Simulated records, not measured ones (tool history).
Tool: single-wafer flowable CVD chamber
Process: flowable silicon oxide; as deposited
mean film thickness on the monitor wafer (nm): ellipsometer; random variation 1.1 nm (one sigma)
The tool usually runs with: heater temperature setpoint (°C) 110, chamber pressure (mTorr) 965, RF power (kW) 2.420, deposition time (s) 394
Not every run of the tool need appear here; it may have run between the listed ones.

run	day	heater temperature setpoint (°C)	chamber pressure (mTorr)	RF power (kW)	deposition time (s)	wafers since the last listed run	hours since the last thermocouple change	hours since the last RF generator calibration	hours since the last manometer calibration	hours since the showerhead was replaced	hours since the gauge calibration	read-back reference wafer on the same gauge, thickness_nm	mean film thickness on the monitor wafer (nm)
1	0.000	110	965	2.420	394	0	1637.6	2492.4	1115.2	7085.8	298.4	247.944	256.494
2	0.454	110	965	2.420	334	68	1648.5	2503.3	1126.1	7096.7	309.3	247.838	218.887
3	0.821	110	965	2.420	334	55	1657.3	2512.1	1134.9	7105.5	318.1	247.986	216.917
4	1.129	110	965	2.420	334	46	1664.7	2519.5	1142.3	7112.9	325.5	248.056	217.403
5	1.429	110	965	2.420	394	45	1671.9	2526.7	1149.5	7120.1	332.7	248.024	256.760
# day 2.046: showerhead replaced, of another model than before
6	2.142	110	965	2.420	394	57	1689.0	2543.8	1166.6	2.3	349.8	247.960	257.542
7	2.450	110	965	2.420	394	46	1696.4	2551.2	1174.0	9.7	357.2	248.044	256.129
8	2.933	110	965	2.420	394	72	1708.0	2562.8	1185.6	21.3	368.8	248.152	257.250
9	3.450	99	1121	2.840	394	77	1720.4	2575.2	1198.0	33.7	381.2	248.233	405.780
10	4.012	110	846	2.800	438	84	1733.9	2588.7	1211.5	47.2	394.7	248.155	262.479
11	4.558	110	965	2.420	394	82	1747.0	2601.8	1224.6	60.3	407.8	247.951	260.912
12	5.175	110	1180	2.840	394	92	1761.8	2616.6	1239.4	75.1	422.6	247.831	309.951
13	5.833	123	1040	2.420	394	98	1777.6	2632.4	1255.2	90.9	438.4	248.100	193.350
14	6.221	110	965	2.645	394	58	1786.9	2641.7	1264.5	100.2	447.7	247.953	260.376
# day 6.900: gauge calibrated
15	6.908	110	740	2.420	461	103	1803.4	2658.2	1281.0	116.7	0.2	248.216	249.205
16	7.333	110	809	2.420	394	63	1813.6	2668.4	1291.2	126.9	10.4	247.981	228.035
17	7.996	110	965	2.890	431	99	1829.5	2684.3	1307.1	142.8	26.3	247.981	289.260
# day 8.346: capacitance manometer re-zeroed and calibrated
# day 8.429: thermocouple changed; heater temperature recalibrated
# day 8.592: RF generator calibrated
18	8.612	110	965	1.985	394	5	4.4	0.5	6.4	157.6	41.1	247.928	240.253
19	10.562	110	856	2.420	394	293	51.2	47.3	53.2	204.4	87.9	248.001	223.118
20	11.158	110	965	2.420	394	89	65.5	61.6	67.5	218.7	102.2	248.036	245.390
21	11.738	110	965	2.640	394	87	79.4	75.5	81.4	232.6	116.1	248.018	244.559
22	12.350	115	1122	2.220	368	92	94.1	90.2	96.1	247.3	130.8	247.926	220.032
23	12.754	110	965	2.420	334	60	103.8	99.9	105.8	257.0	140.5	248.151	206.773
24	13.475	110	965	2.280	394	108	121.1	117.2	123.1	274.3	157.8	248.012	243.444
25	14.150	110	965	2.420	394	101	137.3	133.4	139.3	290.5	174.0	247.838	243.491
26	14.442	110	965	2.420	394	43	144.3	140.4	146.3	297.5	181.0	248.103	243.173
27	14.821	110	834	2.210	463	57	153.4	149.5	155.4	306.6	190.1	247.870	254.995
28	15.250	122	788	2.420	394	64	163.7	159.8	165.7	316.9	200.4	247.979	151.192

Forecast each of these 4 alternatives for the next run:
A	15.271	110	965	2.420	394	3	164.2	160.3	166.2	317.4	200.9	?	?
B	15.271	110	903	2.785	394	3	164.2	160.3	166.2	317.4	200.9	?	?
C	15.271	104	798	2.420	439	3	164.2	160.3	166.2	317.4	200.9	?	?
D	15.271	117	965	2.420	394	3	164.2	160.3	166.2	317.4	200.9	?	?

run	read-back reference wafer on the same gauge, thickness_nm	mean film thickness on the monitor wafer (nm)
A	247.980	246.297
B	247.980	236.917
C	247.980	283.269
D	247.980	203.159
Without the tool's hidden state the same runs would have given:
run	mean film thickness on the monitor wafer (nm)
A	243.063
B	233.806
C	279.445
D	200.639
